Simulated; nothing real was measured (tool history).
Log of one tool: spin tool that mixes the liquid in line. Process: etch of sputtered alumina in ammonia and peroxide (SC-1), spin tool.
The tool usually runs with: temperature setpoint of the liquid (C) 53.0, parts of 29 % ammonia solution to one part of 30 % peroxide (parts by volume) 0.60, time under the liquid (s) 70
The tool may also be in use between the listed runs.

run	hour	temperature setpoint of the liquid (C)	parts of 29 % ammonia solution to one part of 30 % peroxide (parts by volume)	time under the liquid (s)	read-back film thickness of the sputtered alumina reference wafer, read on the same gauge (nm)	thickness taken off the sputtered alumina on a monitor wafer (nm)
1	0.0	53.0	0.60	70	119.96	5.44
2	16.3	53.0	0.60	70	119.94	5.36
# hour 118.5: heated supply line repaired
3	120.2	53.0	0.60	70	120.01	5.72
4	135.1	53.0	0.60	70	119.98	5.70
5	166.7	60.5	0.60	70	120.02	8.52
# hour 182.4: new drum of ammonia solution connected
6	193.8	60.5	0.60	70	120.00	8.37
7	223.9	60.5	0.60	70	119.98	8.47
8	241.0	45.5	0.60	30	120.04	1.60
9	264.6	47.5	0.80	45	120.03	2.78
10	278.3	53.0	0.60	70	119.99	5.69
11	301.1	53.0	0.60	70	119.99	5.66
# hour 345.8: gauge calibrated
12	365.4	58.5	0.40	110	120.01	11.52
# hour 371.6: thermometer replaced
13	382.8	49.0	0.70	90	120.02	6.07
14	411.5	57.5	0.35	45	119.99	4.54
15	438.9	53.0	0.30	70	119.96	5.37
16	451.3	53.0	0.75	70	120.01	5.88
17	470.1	60.5	0.60	70	120.00	8.53
# hour 486.1: ammonia flow meter replaced
18	499.6	50.5	0.35	105	120.02	7.14
19	517.2	59.5	0.70	35	119.99	4.15
20	591.1	48.0	0.35	70	119.96	4.13
21	620.8	53.0	0.60	35	119.98	2.87
22	654.5	44.0	0.80	30	120.00	1.52
23	670.5	53.0	0.60	70	119.99	5.72
24	694.9	49.5	0.60	70	119.98	4.70
25	721.4	56.0	0.35	70	119.98	6.34
26	740.7	63.0	0.45	70	119.98	9.30

Predict each of these 3 candidate next runs independently; none follows another, all start after run 26:
A	741.1	61.0	0.60	70	?	?
B	741.1	44.0	0.45	30	?	?
C	741.1	45.5	0.75	70	?	?

run	read-back film thickness of the sputtered alumina reference wafer, read on the same gauge (nm)	thickness taken off the sputtered alumina on a monitor wafer (nm)
A	120.00	8.63
B	120.00	1.43
C	120.00	3.81
Stripped of hidden state, with their random variation kept, the same runs would have yielded:
run	thickness taken off the sputtered alumina on a monitor wafer (nm)
A	8.98
B	1.49
C	3.98
